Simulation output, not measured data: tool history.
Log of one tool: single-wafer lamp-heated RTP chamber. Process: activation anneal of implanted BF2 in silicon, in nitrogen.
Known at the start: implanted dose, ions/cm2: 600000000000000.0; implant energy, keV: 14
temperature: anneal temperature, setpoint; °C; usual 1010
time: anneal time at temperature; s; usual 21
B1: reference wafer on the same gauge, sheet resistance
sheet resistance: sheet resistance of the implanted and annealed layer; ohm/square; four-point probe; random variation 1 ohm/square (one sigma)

{"run": 1, "hour": 0.0, "temperature": 1010, "time": 21, "B1": 217.85, "sheet resistance": 213.58}
{"run": 2, "hour": 13.1, "temperature": 1010, "time": 21, "B1": 218.09, "sheet resistance": 213.69}
{"run": 3, "hour": 32.4, "temperature": 1010, "time": 21, "B1": 217.94, "sheet resistance": 213.64}
{"run": 4, "hour": 59.0, "temperature": 1002, "time": 28, "B1": 218.2, "sheet resistance": 212.92}
{"run": 5, "hour": 80.1, "temperature": 1002, "time": 28, "B1": 217.91, "sheet resistance": 211.15}
{"run": 6, "hour": 115.8, "temperature": 1002, "time": 28, "B1": 217.7, "sheet resistance": 211.75}
{"run": 7, "hour": 138.4, "temperature": 1010, "time": 18, "B1": 217.97, "sheet resistance": 214.71}
{"hour": 175.8, "done": "pyrometer window cleaned and pyrometer calibrated"}
{"hour": 187.3, "done": "gauge calibrated"}
{"run": 8, "hour": 194.2, "temperature": 1010, "time": 18, "B1": 218, "sheet resistance": 212.1}
{"run": 9, "hour": 229.8, "temperature": 1010, "time": 21, "B1": 217.77, "sheet resistance": 205.51}
{"run": 10, "hour": 244.4, "temperature": 1010, "time": 21, "B1": 218.11, "sheet resistance": 207.25}
{"hour": 278.3, "done": "pyrometer window cleaned and pyrometer calibrated, repeated, since the last time left the tool worse"}
{"run": 11, "hour": 278.8, "temperature": 1018, "time": 27, "B1": 217.75, "sheet resistance": 209.05}
{"run": 12, "hour": 289.6, "temperature": 1028, "time": 33, "B1": 218.2, "sheet resistance": 197.75}
{"run": 13, "hour": 317.1, "temperature": 981, "time": 11, "B1": 218.07, "sheet resistance": 267.76}
{"hour": 353.2, "done": "reflector plate cleaned"}
{"run": 14, "hour": 353.7, "temperature": 1021, "time": 17, "B1": 217.93, "sheet resistance": 214.25}
{"run": 15, "hour": 370.0, "temperature": 1010, "time": 21, "B1": 217.76, "sheet resistance": 217.59}
{"run": 16, "hour": 387.0, "temperature": 1024, "time": 13, "B1": 218.02, "sheet resistance": 216.5}
{"run": 17, "hour": 411.8, "temperature": 1021, "time": 29, "B1": 218.1, "sheet resistance": 203.84}
{"run": 18, "hour": 441.5, "temperature": 1039, "time": 33, "B1": 218.01, "sheet resistance": 189.85}
{"run": 19, "hour": 465.0, "temperature": 1023, "time": 25, "B1": 218.01, "sheet resistance": 205.96}
{"run": 20, "hour": 482.6, "temperature": 1028, "time": 15, "B1": 217.64, "sheet resistance": 209.49}
{"run": 21, "hour": 546.9, "temperature": 1010, "time": 21, "B1": 217.8, "sheet resistance": 217.65}

Forecast each of these 4 alternatives for the next run:
{"run": "A", "hour": 547.3, "temperature": 1010, "time": 21, "B1": "?", "sheet resistance": "?"}
{"run": "B", "hour": 547.3, "temperature": 999, "time": 21, "B1": "?", "sheet resistance": "?"}
{"run": "C", "hour": 547.3, "temperature": 1010, "time": 13, "B1": "?", "sheet resistance": "?"}
{"run": "D", "hour": 547.3, "temperature": 988, "time": 33, "B1": "?", "sheet resistance": "?"}

run=A B1=217.78 sheet_resistance=216.27
run=B B1=217.78 sheet_resistance=224.96
run=C B1=217.78 sheet_resistance=225.64
run=D B1=217.78 sheet_resistance=226.19
Without the tool's hidden state the same runs would have given:
run=A sheet_resistance=217.59
run=B sheet_resistance=226.56
run=C sheet_resistance=227.06
run=D sheet_resistance=228.04
